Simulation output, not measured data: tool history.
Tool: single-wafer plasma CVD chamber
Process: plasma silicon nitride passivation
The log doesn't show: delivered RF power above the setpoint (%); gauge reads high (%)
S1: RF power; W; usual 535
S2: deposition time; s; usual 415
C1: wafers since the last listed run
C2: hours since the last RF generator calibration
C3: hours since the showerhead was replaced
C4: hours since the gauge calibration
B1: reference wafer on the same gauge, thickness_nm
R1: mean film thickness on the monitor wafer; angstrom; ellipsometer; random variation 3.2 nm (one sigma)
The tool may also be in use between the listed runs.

run,hour,S1,S2,C1,C2,C3,C4,B1,R1
1,0.0,560,446,0,749.5,5100.4,69.3,655.146,7419.03
2,17.3,535,415,103,766.8,5117.7,86.6,654.792,6782.01
3,30.9,560,415,81,780.4,5131.3,100.2,654.684,6895.74
4,49.6,535,415,112,799.1,5150.0,118.9,654.998,6759.52
5,66.1,535,415,98,815.6,5166.5,135.4,654.537,6776.21
6,95.8,535,415,178,845.3,5196.2,165.1,655.611,6784.75
7,112.9,535,415,102,862.4,5213.3,182.2,654.791,6788.09
8,153.3,535,415,242,902.8,5253.7,222.6,654.640,6767.15
9,171.9,535,415,111,921.4,5272.3,241.2,654.840,6769.77
10,185.9,535,415,83,935.4,5286.3,255.2,654.767,6790.52
11,201.6,535,415,94,951.1,5302.0,270.9,654.798,6762.72
12,230.7,535,415,174,980.2,5331.1,300.0,654.560,6773.88
13,245.7,535,415,89,995.2,5346.1,315.0,654.882,6819.09
14,274.8,535,482,174,1024.3,5375.2,344.1,654.696,7851.60
15,289.6,535,382,88,1039.1,5390.0,358.9,655.004,6244.64
# hour 319.4: showerhead replaced
16,321.8,595,415,145,1071.3,2.4,391.1,655.088,7126.59
17,357.4,585,361,213,1106.9,38.0,426.7,655.165,6116.82
18,382.1,535,415,148,1131.6,62.7,451.4,654.687,6803.36
# hour 407.9: RF generator calibrated
19,408.4,580,352,109,0.5,89.0,477.7,655.003,6003.41
20,422.4,535,415,83,14.5,103.0,491.7,655.141,6737.27
# hour 442.5: gauge calibrated
21,481.6,640,359,354,73.7,162.2,39.1,655.170,6374.63
22,496.2,535,415,87,88.3,176.8,53.7,655.184,6800.43
23,516.1,460,437,119,108.2,196.7,73.6,654.981,6558.54
24,548.5,535,415,194,140.6,229.1,106.0,654.215,6740.69
25,581.1,500,481,195,173.2,261.7,138.6,655.287,7550.95

The tool's hidden state at each run:
delivered RF power above the setpoint (%): 0 in every run
gauge reads high (%): 0 in every run
